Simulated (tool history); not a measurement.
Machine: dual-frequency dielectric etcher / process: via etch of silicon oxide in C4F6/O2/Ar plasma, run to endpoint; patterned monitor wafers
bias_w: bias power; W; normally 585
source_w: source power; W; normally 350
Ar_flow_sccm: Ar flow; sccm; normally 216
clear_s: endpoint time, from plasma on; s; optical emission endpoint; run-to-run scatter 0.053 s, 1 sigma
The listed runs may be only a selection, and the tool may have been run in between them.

run	hour	bias_w	source_w	Ar_flow_sccm	incoming incoming film thickness, nm	clear_s
1	0	585	350	216	62.2	13.6
2	22	585	350	216	62	13.5
3	51.9	585	350	216	62.9	13.6
4	80.8	585	350	216	62.2	13.5
5	107.9	585	350	216	62.8	13.5
6	128.8	674	350	187	62.2	12.5
# hour 154: bias power generator calibrated
7	158.4	674	350	187	61.8	12.5
# hour 185.7: upper electrode replaced
8	187.5	674	350	187	61.7	12.4
9	201.1	585	350	216	62.6	13.5
10	215.2	585	350	216	62.6	13.5
11	244.2	585	350	216	62.9	13.5
12	258.2	585	350	199	63.2	13.4
13	280	585	350	199	62.6	13.3
# hour 289.1: source power generator calibrated
14	299.9	585	390	246	62.3	13.2
15	312.3	543	420	194	62.9	12.9
16	331.3	585	350	216	62	13.3
17	357.2	585	390	246	63	13.4
18	383.2	585	420	216	62.5	12.8
19	406.3	585	350	216	62	13.2
20	435.9	658	390	216	62.6	12.6
# hour 462.8: wet clean of the chamber
21	463.3	731	380	251	62.4	12.8
# hour 469.6: Ar flow controller replaced
22	475.9	655	350	216	62.6	13.2
23	501.9	585	350	216	62.5	13.7
24	530.3	655	350	216	62.7	13.2
25	550.9	659	440	255	63.1	12.8
26	575	631	410	174	61.9	12.1

What does the tool deliver on the next run?
27	589.2	585	350	251	61.9	?

Run 27 measured clear_s 13.8 s.
With the hidden condition absent and the run-to-run variation left alone, this run would have shown clear_s 13.9 s.

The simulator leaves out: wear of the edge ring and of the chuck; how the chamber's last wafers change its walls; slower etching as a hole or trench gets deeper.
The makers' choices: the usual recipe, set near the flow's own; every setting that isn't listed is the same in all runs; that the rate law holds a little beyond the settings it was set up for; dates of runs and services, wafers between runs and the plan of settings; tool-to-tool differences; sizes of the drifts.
